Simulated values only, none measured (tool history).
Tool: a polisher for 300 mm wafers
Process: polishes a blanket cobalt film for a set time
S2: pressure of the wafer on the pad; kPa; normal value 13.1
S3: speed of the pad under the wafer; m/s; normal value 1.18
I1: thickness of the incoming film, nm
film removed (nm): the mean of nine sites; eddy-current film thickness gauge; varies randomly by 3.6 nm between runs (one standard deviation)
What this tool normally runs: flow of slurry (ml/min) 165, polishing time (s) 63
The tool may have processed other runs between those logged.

run 1 hour=0 | flow_of_slurry_(ml/min)=165 S2=13.1 S3=1.34 polishing_time_(s)=63 | I1=1010.7 | film_removed_(nm)=320
run 2 hour=16.3 | flow_of_slurry_(ml/min)=165 S2=13.1 S3=1.18 polishing_time_(s)=63 | I1=1018.4 | film_removed_(nm)=287.6
run 3 hour=26.5 | flow_of_slurry_(ml/min)=165 S2=13.1 S3=1.18 polishing_time_(s)=63 | I1=1013.9 | film_removed_(nm)=280.1
run 4 hour=38.1 | flow_of_slurry_(ml/min)=165 S2=13.1 S3=1.18 polishing_time_(s)=63 | I1=1016.8 | film_removed_(nm)=283.2
run 5 hour=53 | flow_of_slurry_(ml/min)=165 S2=13.1 S3=1.18 polishing_time_(s)=63 | I1=1011.6 | film_removed_(nm)=282.1
-- hour=65.7 worn pad replaced by a new one
run 6 hour=66.8 | flow_of_slurry_(ml/min)=165 S2=13.1 S3=1.18 polishing_time_(s)=63 | I1=1031.4 | film_removed_(nm)=305.7
run 7 hour=76.9 | flow_of_slurry_(ml/min)=165 S2=13.1 S3=1.18 polishing_time_(s)=63 | I1=1016.6 | film_removed_(nm)=291.6
run 8 hour=86.2 | flow_of_slurry_(ml/min)=165 S2=13.1 S3=1.18 polishing_time_(s)=63 | I1=1007.9 | film_removed_(nm)=286.7
run 9 hour=95.5 | flow_of_slurry_(ml/min)=165 S2=13.1 S3=1.18 polishing_time_(s)=63 | I1=1008.1 | film_removed_(nm)=285.6
run 10 hour=109.7 | flow_of_slurry_(ml/min)=165 S2=13.1 S3=1.18 polishing_time_(s)=63 | I1=1003.6 | film_removed_(nm)=283.5
run 11 hour=122.8 | flow_of_slurry_(ml/min)=165 S2=13.1 S3=1.18 polishing_time_(s)=63 | I1=1017.3 | film_removed_(nm)=276.9
-- hour=134.4 head pressure recalibrated
run 12 hour=134.9 | flow_of_slurry_(ml/min)=165 S2=13.1 S3=1.18 polishing_time_(s)=63 | I1=1029 | film_removed_(nm)=284.4
run 13 hour=145.7 | flow_of_slurry_(ml/min)=165 S2=13.1 S3=1.46 polishing_time_(s)=63 | I1=1009.5 | film_removed_(nm)=311.5
-- hour=155.7 worn pad replaced by a new one
run 14 hour=157.3 | flow_of_slurry_(ml/min)=165 S2=13.1 S3=0.94 polishing_time_(s)=63 | I1=1012.7 | film_removed_(nm)=268.3
-- hour=161.7 slurry nozzle cleaned
run 15 hour=168.2 | flow_of_slurry_(ml/min)=110 S2=13.1 S3=1.18 polishing_time_(s)=63 | I1=1008.6 | film_removed_(nm)=278.8
run 16 hour=183.2 | flow_of_slurry_(ml/min)=165 S2=13.1 S3=1.46 polishing_time_(s)=79 | I1=1015.7 | film_removed_(nm)=419.3
run 17 hour=216.5 | flow_of_slurry_(ml/min)=185 S2=13.1 S3=1.38 polishing_time_(s)=63 | I1=1013 | film_removed_(nm)=316
run 18 hour=231.4 | flow_of_slurry_(ml/min)=165 S2=13.1 S3=1.32 polishing_time_(s)=63 | I1=1025.8 | film_removed_(nm)=302.1
-- hour=238.3 worn pad replaced by a new one
run 19 hour=246.8 | flow_of_slurry_(ml/min)=165 S2=13.1 S3=1.18 polishing_time_(s)=63 | I1=1027.1 | film_removed_(nm)=294.8
run 20 hour=257.8 | flow_of_slurry_(ml/min)=165 S2=13.1 S3=1.18 polishing_time_(s)=63 | I1=1003 | film_removed_(nm)=292
run 21 hour=292.9 | flow_of_slurry_(ml/min)=130 S2=15.2 S3=1.18 polishing_time_(s)=70 | I1=993.8 | film_removed_(nm)=350.9
run 22 hour=299.3 | flow_of_slurry_(ml/min)=165 S2=13.1 S3=1.18 polishing_time_(s)=63 | I1=1003.5 | film_removed_(nm)=279.7
run 23 hour=314.4 | flow_of_slurry_(ml/min)=165 S2=13.1 S3=1.18 polishing_time_(s)=63 | I1=1008.5 | film_removed_(nm)=281.4
-- hour=320 worn pad replaced by a new one
run 24 hour=328.4 | flow_of_slurry_(ml/min)=200 S2=13.1 S3=1.32 polishing_time_(s)=48 | I1=1014 | film_removed_(nm)=253

List, for all runs, the conditions of the tool that the log does not record:
slurry flow missing at the pad, %: 0 in every run
deviation of the head's pressure from its setpoint, %: 0 in every run
H1: removal rate lost through wear of the pad, %
run=1 H1=5.05
run=2 H1=7.68
run=3 H1=8.71
run=4 H1=9.51
run=5 H1=10.2
run=6 H1=1.69
run=7 H1=4.71
run=8 H1=6.69
run=9 H1=8.13
run=10 H1=9.59
run=11 H1=10.4
run=12 H1=10.9
run=13 H1=11.2
run=14 H1=1.3
run=15 H1=4.46
run=16 H1=7.24
run=17 H1=10
run=18 H1=10.5
run=19 H1=3.44
run=20 H1=5.94
run=21 H1=9.71
run=22 H1=10
run=23 H1=10.5
run=24 H1=3.5
